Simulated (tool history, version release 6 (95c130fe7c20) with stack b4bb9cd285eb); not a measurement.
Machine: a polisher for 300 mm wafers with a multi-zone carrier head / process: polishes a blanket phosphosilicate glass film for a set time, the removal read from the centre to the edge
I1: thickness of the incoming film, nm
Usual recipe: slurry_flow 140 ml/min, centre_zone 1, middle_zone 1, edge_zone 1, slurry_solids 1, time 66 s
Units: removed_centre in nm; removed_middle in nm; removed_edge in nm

{"run": 1, "day": 0.0, "slurry_flow": 120, "centre_zone": 1, "middle_zone": 1, "edge_zone": 1, "slurry_solids": 0.8, "time": 49, "I1": 3179.2, "removed_centre": 454.3, "removed_middle": 461.1, "removed_edge": 466.4}
{"day": 0.488, "done": "centre zone pressure recalibrated"}
{"run": 2, "day": 0.679, "slurry_flow": 125, "centre_zone": 1, "middle_zone": 1, "edge_zone": 0.96, "slurry_solids": 0.7, "time": 88, "I1": 3165.2, "removed_centre": 779.4, "removed_middle": 766.9, "removed_edge": 756.7}
{"run": 3, "day": 1.771, "slurry_flow": 175, "centre_zone": 0.93, "middle_zone": 0.89, "edge_zone": 1, "slurry_solids": 1, "time": 56, "I1": 3163, "removed_centre": 583.5, "removed_middle": 586.3, "removed_edge": 627.7}
{"run": 4, "day": 2.888, "slurry_flow": 140, "centre_zone": 1, "middle_zone": 1, "edge_zone": 1, "slurry_solids": 1, "time": 66, "I1": 3196.9, "removed_centre": 721.3, "removed_middle": 694.2, "removed_edge": 713.5}
{"run": 5, "day": 4.371, "slurry_flow": 110, "centre_zone": 1, "middle_zone": 1, "edge_zone": 1, "slurry_solids": 1, "time": 58, "I1": 3181.4, "removed_centre": 590.6, "removed_middle": 578.8, "removed_edge": 598.8}
{"run": 6, "day": 5.312, "slurry_flow": 140, "centre_zone": 1, "middle_zone": 1, "edge_zone": 1, "slurry_solids": 1, "time": 80, "I1": 3171, "removed_centre": 857.3, "removed_middle": 836.2, "removed_edge": 857.1}
{"run": 7, "day": 5.996, "slurry_flow": 185, "centre_zone": 1.05, "middle_zone": 1, "edge_zone": 1, "slurry_solids": 1, "time": 66, "I1": 3184.1, "removed_centre": 805.4, "removed_middle": 741, "removed_edge": 728.7}
{"run": 8, "day": 7.15, "slurry_flow": 140, "centre_zone": 1, "middle_zone": 1.06, "edge_zone": 1.1, "slurry_solids": 1.15, "time": 66, "I1": 3183.7, "removed_centre": 739.5, "removed_middle": 781.8, "removed_edge": 784.4}
{"run": 9, "day": 8.512, "slurry_flow": 140, "centre_zone": 1, "middle_zone": 1, "edge_zone": 1, "slurry_solids": 1, "time": 66, "I1": 3219, "removed_centre": 687.4, "removed_middle": 687, "removed_edge": 698.4}
{"day": 9.871, "done": "worn pad replaced by a new one"}
{"day": 10.212, "done": "carrier head's membrane replaced by a new one"}
{"day": 10.45, "done": "edge zone pressure recalibrated"}
{"run": 10, "day": 10.958, "slurry_flow": 140, "centre_zone": 1, "middle_zone": 1, "edge_zone": 1, "slurry_solids": 1, "time": 81, "I1": 3162.7, "removed_centre": 836.7, "removed_middle": 826.2, "removed_edge": 848.2}
{"run": 11, "day": 12.217, "slurry_flow": 140, "centre_zone": 0.96, "middle_zone": 1, "edge_zone": 0.91, "slurry_solids": 1, "time": 66, "I1": 3192.3, "removed_centre": 653.4, "removed_middle": 667.7, "removed_edge": 657.5}
{"day": 13.379, "done": "slurry nozzle cleaned"}
{"run": 12, "day": 14.6, "slurry_flow": 140, "centre_zone": 1, "middle_zone": 1, "edge_zone": 1, "slurry_solids": 1.15, "time": 66, "I1": 3185.3, "removed_centre": 777, "removed_middle": 757.2, "removed_edge": 769}
{"run": 13, "day": 15.671, "slurry_flow": 140, "centre_zone": 1, "middle_zone": 1, "edge_zone": 1, "slurry_solids": 1, "time": 66, "I1": 3188.1, "removed_centre": 729.2, "removed_middle": 727.9, "removed_edge": 715.5}
{"run": 14, "day": 16.792, "slurry_flow": 140, "centre_zone": 1, "middle_zone": 1, "edge_zone": 1, "slurry_solids": 1, "time": 66, "I1": 3188.9, "removed_centre": 722.1, "removed_middle": 708.3, "removed_edge": 732.5}
{"day": 20.212, "done": "worn pad replaced by a new one"}
{"run": 15, "day": 20.483, "slurry_flow": 140, "centre_zone": 1, "middle_zone": 0.89, "edge_zone": 1.04, "slurry_solids": 1, "time": 66, "I1": 3180.2, "removed_centre": 719.9, "removed_middle": 647, "removed_edge": 739}
{"run": 16, "day": 22.571, "slurry_flow": 140, "centre_zone": 1, "middle_zone": 1, "edge_zone": 1, "slurry_solids": 1, "time": 66, "I1": 3115.7, "removed_centre": 708.1, "removed_middle": 717.1, "removed_edge": 719.5}
{"run": 17, "day": 23.65, "slurry_flow": 140, "centre_zone": 1, "middle_zone": 1.07, "edge_zone": 1, "slurry_solids": 1, "time": 77, "I1": 3196.6, "removed_centre": 842.8, "removed_middle": 879.3, "removed_edge": 847.1}
{"run": 18, "day": 24.212, "slurry_flow": 140, "centre_zone": 1, "middle_zone": 1.06, "edge_zone": 1, "slurry_solids": 1, "time": 66, "I1": 3214, "removed_centre": 710.5, "removed_middle": 748.7, "removed_edge": 723.9}
{"run": 19, "day": 24.733, "slurry_flow": 155, "centre_zone": 1.1, "middle_zone": 1, "edge_zone": 1, "slurry_solids": 1, "time": 66, "I1": 3205.8, "removed_centre": 795.3, "removed_middle": 714.3, "removed_edge": 731.5}
{"run": 20, "day": 26.204, "slurry_flow": 140, "centre_zone": 1, "middle_zone": 1, "edge_zone": 1, "slurry_solids": 1, "time": 66, "I1": 3190.7, "removed_centre": 714.6, "removed_middle": 697.7, "removed_edge": 720.7}

Branching from run 20: 5 alternative next runs. What would each branch give?
{"run": "A", "day": 26.221, "slurry_flow": 140, "centre_zone": 1, "middle_zone": 1.05, "edge_zone": 1, "slurry_solids": 1, "time": 66, "I1": 3148.4, "removed_centre": "?", "removed_middle": "?", "removed_edge": "?"}
{"run": "B", "day": 26.221, "slurry_flow": 170, "centre_zone": 1, "middle_zone": 1, "edge_zone": 1, "slurry_solids": 1, "time": 81, "I1": 3148.4, "removed_centre": "?", "removed_middle": "?", "removed_edge": "?"}
{"run": "C", "day": 26.221, "slurry_flow": 140, "centre_zone": 0.9, "middle_zone": 1, "edge_zone": 1, "slurry_solids": 1, "time": 85, "I1": 3148.4, "removed_centre": "?", "removed_middle": "?", "removed_edge": "?"}
{"run": "D", "day": 26.221, "slurry_flow": 140, "centre_zone": 1, "middle_zone": 0.95, "edge_zone": 1, "slurry_solids": 1, "time": 66, "I1": 3148.4, "removed_centre": "?", "removed_middle": "?", "removed_edge": "?"}
{"run": "E", "day": 26.221, "slurry_flow": 110, "centre_zone": 1, "middle_zone": 1, "edge_zone": 1, "slurry_solids": 1.25, "time": 66, "I1": 3148.4, "removed_centre": "?", "removed_middle": "?", "removed_edge": "?"}

run=A removed_centre=719.7 removed_middle=723 removed_edge=699.2
run=B removed_centre=923.3 removed_middle=889.3 removed_edge=882.7
run=C removed_centre=833.2 removed_middle=897.8 removed_edge=901
run=D removed_centre=719.2 removed_middle=670.5 removed_edge=700
run=E removed_centre=738.4 removed_middle=721.6 removed_edge=738.1
Without the tool's hidden state the same runs would have given:
run=A removed_centre=743.8 removed_middle=744.2 removed_edge=713.6
run=B removed_centre=949 removed_middle=911.2 removed_edge=898.3
run=C removed_centre=861.2 removed_middle=924.2 removed_edge=919.6
run=D removed_centre=743.4 removed_middle=690.3 removed_edge=714.4
run=E removed_centre=769.8 removed_middle=748 removed_edge=756.4
